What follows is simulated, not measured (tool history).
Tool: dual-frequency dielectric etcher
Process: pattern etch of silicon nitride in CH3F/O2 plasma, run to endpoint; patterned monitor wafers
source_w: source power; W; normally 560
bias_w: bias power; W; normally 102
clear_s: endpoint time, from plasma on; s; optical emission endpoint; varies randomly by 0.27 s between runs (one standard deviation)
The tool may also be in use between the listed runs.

run   hour  source_w  bias_w  incoming incoming film thickness, nm  clear_s
  1    0.0       560     112                                 103.6     84.5
  2   14.9       560     112                                 104.5     85.1
  3   27.5       560     112                                 104.4     85.0
  4   37.9       530     102                                 103.1     88.1
  5   45.7       530     102                                 105.2     90.3
  6   53.4       630     109                                 103.8     81.5
  7   68.7       630     109                                 103.5     81.0
  8   78.6       560     102                                 103.6     86.5
      89.1  -- source power generator calibrated
     110.5  -- upper electrode replaced
  9  111.0       560     113                                 104.0     83.8
 10  111.4       560     111                                 105.1     85.7
 11  111.8       490      87                                 104.3     96.8
     120.9  -- bias power generator calibrated
     146.0  -- wet clean of the chamber
 12  146.5       490      80                                 104.4    103.6
 13  146.9       470     114                                 104.3     93.1
 14  152.2       560     102                                 104.6     91.1
 15  160.1       480     125                                 105.3     90.0
 16  166.8       650      81                                 103.6     91.2
 17  180.2       690      95                                 103.6     84.4
 18  188.3       490      80                                 103.7    102.2

The tool's hidden state at each run:
source power that arrives over what is set, %: 0 on each run
bias power that arrives over what is set, %: 0 on each run
H1: etch rate over this chamber's usual, %
run       H1
  1     2.91
  2     3.06
  3     3.18
  4     3.28
  5     3.36
  6     3.44
  7     3.59
  8     3.69
  9     4.01
 10     4.01
 11     4.02
 12  -0.0758
 13  -0.0718
 14  -0.0193
 15   0.0589
 16    0.125
 17    0.258
 18    0.338
